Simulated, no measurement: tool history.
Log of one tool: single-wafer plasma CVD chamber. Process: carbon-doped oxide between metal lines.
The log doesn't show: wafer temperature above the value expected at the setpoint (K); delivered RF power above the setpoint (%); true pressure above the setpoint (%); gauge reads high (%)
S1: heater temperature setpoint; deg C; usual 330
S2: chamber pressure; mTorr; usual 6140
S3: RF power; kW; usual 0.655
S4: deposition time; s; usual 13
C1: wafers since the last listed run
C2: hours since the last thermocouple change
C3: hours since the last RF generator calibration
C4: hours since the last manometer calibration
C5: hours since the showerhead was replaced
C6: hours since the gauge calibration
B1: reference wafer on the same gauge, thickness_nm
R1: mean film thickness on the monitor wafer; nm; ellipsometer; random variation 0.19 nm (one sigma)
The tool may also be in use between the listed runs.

run 1 day=0 | S1=320 S2=6140 S3=0.655 S4=13 | C1=0 C2=2097.2 C3=0.5 C4=29.8 C5=3241.2 C6=1358.4 | B1=70.393 | R1=80.652
-- day=0.304 gauge calibrated
run 2 day=0.892 | S1=320 S2=6140 S3=0.655 S4=13 | C1=859 C2=2118.6 C3=21.9 C4=51.2 C5=3262.6 C6=14.1 | B1=70.413 | R1=80.386
run 3 day=1.483 | S1=330 S2=6140 S3=0.655 S4=13.9 | C1=570 C2=2132.8 C3=36.1 C4=65.4 C5=3276.8 C6=28.3 | B1=70.429 | R1=82.974
run 4 day=2.817 | S1=326 S2=6140 S3=0.655 S4=13 | C1=1285 C2=2164.8 C3=68.1 C4=97.4 C5=3308.8 C6=60.3 | B1=70.438 | R1=78.812
run 5 day=3.942 | S1=326 S2=6140 S3=0.655 S4=13 | C1=1084 C2=2191.8 C3=95.1 C4=124.4 C5=3335.8 C6=87.3 | B1=70.42 | R1=78.889
run 6 day=5.071 | S1=330 S2=6140 S3=0.655 S4=13 | C1=1088 C2=2218.9 C3=122.2 C4=151.5 C5=3362.9 C6=114.4 | B1=70.394 | R1=78.05
run 7 day=6.379 | S1=319 S2=6140 S3=0.655 S4=10.9 | C1=1261 C2=2250.3 C3=153.6 C4=182.9 C5=3394.3 C6=145.8 | B1=70.452 | R1=67.82
run 8 day=7.071 | S1=330 S2=6140 S3=0.655 S4=10.7 | C1=666 C2=2266.9 C3=170.2 C4=199.5 C5=3410.9 C6=162.4 | B1=70.401 | R1=64.203
run 9 day=8.033 | S1=330 S2=6140 S3=0.655 S4=13 | C1=928 C2=2290 C3=193.3 C4=222.6 C5=3434 C6=185.5 | B1=70.373 | R1=77.844
-- day=8.55 showerhead replaced
run 10 day=9.462 | S1=322 S2=5480 S3=0.595 S4=11.9 | C1=1056 C2=2324.3 C3=227.6 C4=256.9 C5=21.9 C6=219.8 | B1=70.427 | R1=68.676
run 11 day=10.492 | S1=330 S2=6140 S3=0.725 S4=13 | C1=992 C2=2349 C3=252.3 C4=281.6 C5=46.6 C6=244.5 | B1=70.426 | R1=82.019
run 12 day=11.158 | S1=330 S2=6140 S3=0.595 S4=13 | C1=642 C2=2365 C3=268.3 C4=297.6 C5=62.6 C6=260.5 | B1=70.421 | R1=73.9
run 13 day=12.442 | S1=330 S2=6140 S3=0.74 S4=13 | C1=1237 C2=2395.8 C3=299.1 C4=328.4 C5=93.4 C6=291.3 | B1=70.364 | R1=83.185
run 14 day=13.875 | S1=340 S2=7400 S3=0.58 S4=13 | C1=1382 C2=2430.2 C3=333.5 C4=362.8 C5=127.8 C6=325.7 | B1=70.376 | R1=71.816
run 15 day=15.129 | S1=339 S2=4980 S3=0.655 S4=15.5 | C1=1209 C2=2460.3 C3=363.6 C4=392.9 C5=157.9 C6=355.8 | B1=70.458 | R1=88.555
run 16 day=17.871 | S1=330 S2=6140 S3=0.655 S4=13 | C1=2643 C2=2526.1 C3=429.4 C4=458.7 C5=223.7 C6=421.6 | B1=70.433 | R1=77.427
run 17 day=19.004 | S1=339 S2=6140 S3=0.655 S4=13 | C1=1092 C2=2553.3 C3=456.6 C4=485.9 C5=250.9 C6=448.8 | B1=70.416 | R1=75.996
-- day=19.396 thermocouple changed; heater temperature recalibrated
run 18 day=19.612 | S1=330 S2=6570 S3=0.56 S4=13 | C1=265 C2=5.2 C3=471.2 C4=500.5 C5=265.5 C6=463.4 | B1=70.455 | R1=72.891
run 19 day=20.333 | S1=330 S2=6140 S3=0.655 S4=15 | C1=695 C2=22.5 C3=488.5 C4=517.8 C5=282.8 C6=480.7 | B1=70.342 | R1=90.824
run 20 day=21.642 | S1=326 S2=6140 S3=0.655 S4=13 | C1=1261 C2=53.9 C3=519.9 C4=549.2 C5=314.2 C6=512.1 | B1=70.373 | R1=79.67
run 21 day=22.192 | S1=330 S2=5400 S3=0.655 S4=13 | C1=530 C2=67.1 C3=533.1 C4=562.4 C5=327.4 C6=525.3 | B1=70.405 | R1=77.88
run 22 day=23 | S1=340 S2=6140 S3=0.7 S4=13 | C1=779 C2=86.5 C3=552.5 C4=581.8 C5=346.8 C6=544.7 | B1=70.344 | R1=79.308
run 23 day=27.421 | S1=330 S2=6140 S3=0.655 S4=13 | C1=4263 C2=192.6 C3=658.6 C4=687.9 C5=452.9 C6=650.8 | B1=70.332 | R1=78.524
run 24 day=28.112 | S1=330 S2=6140 S3=0.655 S4=13 | C1=666 C2=209.2 C3=675.2 C4=704.5 C5=469.5 C6=667.4 | B1=70.413 | R1=78.814
run 25 day=29.442 | S1=330 S2=6540 S3=0.655 S4=14.1 | C1=1281 C2=241.1 C3=707.1 C4=736.4 C5=501.4 C6=699.3 | B1=70.426 | R1=85.794
run 26 day=30.1 | S1=330 S2=7260 S3=0.655 S4=13 | C1=634 C2=256.9 C3=722.9 C4=752.2 C5=517.2 C6=715.1 | B1=70.33 | R1=79.559
run 27 day=31.55 | S1=337 S2=4700 S3=0.655 S4=15.4 | C1=1398 C2=291.7 C3=757.7 C4=787 C5=552 C6=749.9 | B1=70.354 | R1=88.95
run 28 day=32.2 | S1=338 S2=7380 S3=0.755 S4=14.4 | C1=626 C2=307.3 C3=773.3 C4=802.6 C5=567.6 C6=765.5 | B1=70.378 | R1=92.812
run 29 day=33.654 | S1=330 S2=6140 S3=0.655 S4=13 | C1=1402 C2=342.2 C3=808.2 C4=837.5 C5=602.5 C6=800.4 | B1=70.375 | R1=78.479

Forecast each of these 4 alternatives for the next run:
run A day=33.671 | S1=330 S2=6140 S3=0.655 S4=13 | C1=16 C2=342.6 C3=808.6 C4=837.9 C5=602.9 C6=800.8 | B1=? | R1=?
run B day=33.671 | S1=334 S2=5440 S3=0.655 S4=12 | C1=16 C2=342.6 C3=808.6 C4=837.9 C5=602.9 C6=800.8 | B1=? | R1=?
run C day=33.671 | S1=337 S2=7400 S3=0.655 S4=11.8 | C1=16 C2=342.6 C3=808.6 C4=837.9 C5=602.9 C6=800.8 | B1=? | R1=?
run D day=33.671 | S1=330 S2=6140 S3=0.655 S4=11.8 | C1=16 C2=342.6 C3=808.6 C4=837.9 C5=602.9 C6=800.8 | B1=? | R1=?

run=A B1=70.386 R1=78.692
run=B B1=70.386 R1=71.217
run=C B1=70.386 R1=70.9
run=D B1=70.386 R1=71.543
Without the tool's hidden state the same runs would have given:
run=A R1=78.919
run=B R1=71.42
run=C R1=71.101
run=D R1=71.75
